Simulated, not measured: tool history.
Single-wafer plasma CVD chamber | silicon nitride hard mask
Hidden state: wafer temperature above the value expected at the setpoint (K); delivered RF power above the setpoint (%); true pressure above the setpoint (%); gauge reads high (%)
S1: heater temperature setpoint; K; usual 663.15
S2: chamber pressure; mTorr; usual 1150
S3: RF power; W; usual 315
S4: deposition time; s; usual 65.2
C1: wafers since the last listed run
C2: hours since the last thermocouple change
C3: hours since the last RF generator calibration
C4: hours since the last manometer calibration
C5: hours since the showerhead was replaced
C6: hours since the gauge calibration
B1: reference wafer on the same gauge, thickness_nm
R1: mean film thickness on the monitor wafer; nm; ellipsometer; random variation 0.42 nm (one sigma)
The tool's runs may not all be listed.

Run 1, hour 0.0: usual settings but S1 654.15 K; C1 0; C2 462.9; C3 1228.8; C4 18.9; C5 56.6; C6 1899.8; B1 76.492. Result: R1 70.732 nm.
Run 2, hour 82.2: usual settings but S1 654.15 K; C1 1141; C2 545.1; C3 1311.0; C4 101.1; C5 138.8; C6 1982.0; B1 76.757. Result: R1 71.407 nm.
Run 3, hour 173.4: usual settings but S1 654.15 K; C1 1266; C2 636.3; C3 1402.2; C4 192.3; C5 230.0; C6 2073.2; B1 76.566. Result: R1 72.056 nm.
Run 4, hour 245.3: usual settings but S2 1410 mTorr; C1 998; C2 708.2; C3 1474.1; C4 264.2; C5 301.9; C6 2145.1; B1 76.494. Result: R1 77.730 nm.
At hour 268.9: RF generator calibrated.
Run 5, hour 334.9: usual settings but S1 650.15 K, S2 1350 mTorr, S3 335 W; C1 1133; C2 797.8; C3 66.0; C4 353.8; C5 391.5; C6 2234.7; B1 76.560. Result: R1 80.236 nm.
Run 6, hour 407.3: usual settings but S1 651.15 K, S4 77.1 s; C1 1005; C2 870.2; C3 138.4; C4 426.2; C5 463.9; C6 2307.1; B1 76.535. Result: R1 83.447 nm.
Run 7, hour 454.6: usual settings but S1 657.15 K, S3 255 W; C1 657; C2 917.5; C3 185.7; C4 473.5; C5 511.2; C6 2354.4; B1 76.446. Result: R1 60.454 nm.
Run 8, hour 491.1: usual settings; C1 507; C2 954.0; C3 222.2; C4 510.0; C5 547.7; C6 2390.9; B1 76.565. Result: R1 70.578 nm.
Run 9, hour 547.0: usual settings but S1 649.15 K, S4 77.0 s; C1 776; C2 1009.9; C3 278.1; C4 565.9; C5 603.6; C6 2446.8; B1 76.346. Result: R1 83.558 nm.
Run 10, hour 602.9: usual settings but S2 1330 mTorr; C1 776; C2 1065.8; C3 334.0; C4 621.8; C5 659.5; C6 2502.7; B1 76.505. Result: R1 75.824 nm.
Run 11, hour 689.3: usual settings; C1 1200; C2 1152.2; C3 420.4; C4 708.2; C5 745.9; C6 2589.1; B1 76.684. Result: R1 70.476 nm.
Run 12, hour 726.0: usual settings but S2 1360 mTorr; C1 509; C2 1188.9; C3 457.1; C4 744.9; C5 782.6; C6 2625.8; B1 76.682. Result: R1 76.291 nm.
Run 13, hour 768.6: usual settings but S1 656.15 K, S2 1240 mTorr, S4 61.4 s; C1 591; C2 1231.5; C3 499.7; C4 787.5; C5 825.2; C6 2668.4; B1 76.550. Result: R1 69.468 nm.
Run 14, hour 824.7: usual settings but S2 1370 mTorr, S3 345 W, S4 74.8 s; C1 779; C2 1287.6; C3 555.8; C4 843.6; C5 881.3; C6 2724.5; B1 76.587. Result: R1 93.960 nm.
Run 15, hour 925.5: usual settings but S4 58.7 s; C1 1400; C2 1388.4; C3 656.6; C4 944.4; C5 982.1; C6 2825.3; B1 76.578. Result: R1 63.524 nm.
Run 16, hour 1008.7: usual settings but S3 295 W; C1 1155; C2 1471.6; C3 739.8; C4 1027.6; C5 1065.3; C6 2908.5; B1 76.647. Result: R1 67.125 nm.
Run 17, hour 1112.4: usual settings but S1 678.15 K; C1 1440; C2 1575.3; C3 843.5; C4 1131.3; C5 1169.0; C6 3012.2; B1 76.485. Result: R1 70.161 nm.
At hour 1126.3: gauge calibrated.
Run 18, hour 1162.2: usual settings; C1 691; C2 1625.1; C3 893.3; C4 1181.1; C5 1218.8; C6 35.9; B1 76.432. Result: R1 71.220 nm.
Run 19, hour 1221.6: usual settings but S2 1350 mTorr; C1 825; C2 1684.5; C3 952.7; C4 1240.5; C5 1278.2; C6 95.3; B1 76.538. Result: R1 75.946 nm.
Run 20, hour 1329.2: usual settings but S1 650.15 K, S4 58.0 s; C1 1494; C2 1792.1; C3 1060.3; C4 1348.1; C5 1385.8; C6 202.9; B1 76.385. Result: R1 63.306 nm.
Run 21, hour 1368.0: usual settings; C1 538; C2 1830.9; C3 1099.1; C4 1386.9; C5 1424.6; C6 241.7; B1 76.478. Result: R1 70.586 nm.
Run 22, hour 1410.4: usual settings; C1 588; C2 1873.3; C3 1141.5; C4 1429.3; C5 1467.0; C6 284.1; B1 76.488. Result: R1 70.389 nm.
Run 23, hour 1495.9: usual settings but S1 671.15 K, S2 1360 mTorr, S3 380 W; C1 1187; C2 1958.8; C3 1227.0; C4 1514.8; C5 1552.5; C6 369.6; B1 76.354. Result: R1 86.778 nm.
At hour 1606.6: thermocouple changed; heater temperature recalibrated.
Run 24, hour 1607.1: usual settings but S1 653.15 K; C1 1433; C2 0.5; C3 1338.2; C4 1626.0; C5 1663.7; C6 480.8; B1 76.518. Result: R1 70.379 nm.
At hour 1654.0: capacitance manometer re-zeroed and calibrated.
Run 25, hour 1672.5: usual settings; C1 797; C2 65.9; C3 1403.6; C4 18.5; C5 1729.1; C6 546.2; B1 76.520. Result: R1 71.726 nm.
Run 26, hour 1729.9: usual settings but S3 285 W; C1 797; C2 123.3; C3 1461.0; C4 75.9; C5 1786.5; C6 603.6; B1 76.562. Result: R1 66.103 nm.
Run 27, hour 1816.2: usual settings; C1 1198; C2 209.6; C3 1547.3; C4 162.2; C5 1872.8; C6 689.9; B1 76.758. Result: R1 71.053 nm.

Forecast each of these 5 alternatives for the next run:
Run A, hour 1816.6: usual settings; C1 5; C2 210.0; C3 1547.7; C4 162.6; C5 1873.2; C6 690.3; B1 ?. Result: R1 ?.
Run B, hour 1816.6: usual settings but S1 655.15 K, S2 950 mTorr, S4 70.3 s; C1 5; C2 210.0; C3 1547.7; C4 162.6; C5 1873.2; C6 690.3; B1 ?. Result: R1 ?.
Run C, hour 1816.6: usual settings but S1 652.15 K; C1 5; C2 210.0; C3 1547.7; C4 162.6; C5 1873.2; C6 690.3; B1 ?. Result: R1 ?.
Run D, hour 1816.6: usual settings but S2 940 mTorr, S4 75.5 s; C1 5; C2 210.0; C3 1547.7; C4 162.6; C5 1873.2; C6 690.3; B1 ?. Result: R1 ?.
Run E, hour 1816.6: usual settings but S3 370 W, S4 76.0 s; C1 5; C2 210.0; C3 1547.7; C4 162.6; C5 1873.2; C6 690.3; B1 ?. Result: R1 ?.

run      B1      R1
  A  76.607  70.883
  B  76.607  68.992
  C  76.607  71.168
  D  76.607  73.380
  E  76.607  92.506
Without the tool's hidden state the same runs would have given:
run      R1
  A  70.883
  B  68.992
  C  71.168
  D  73.380
  E  92.506
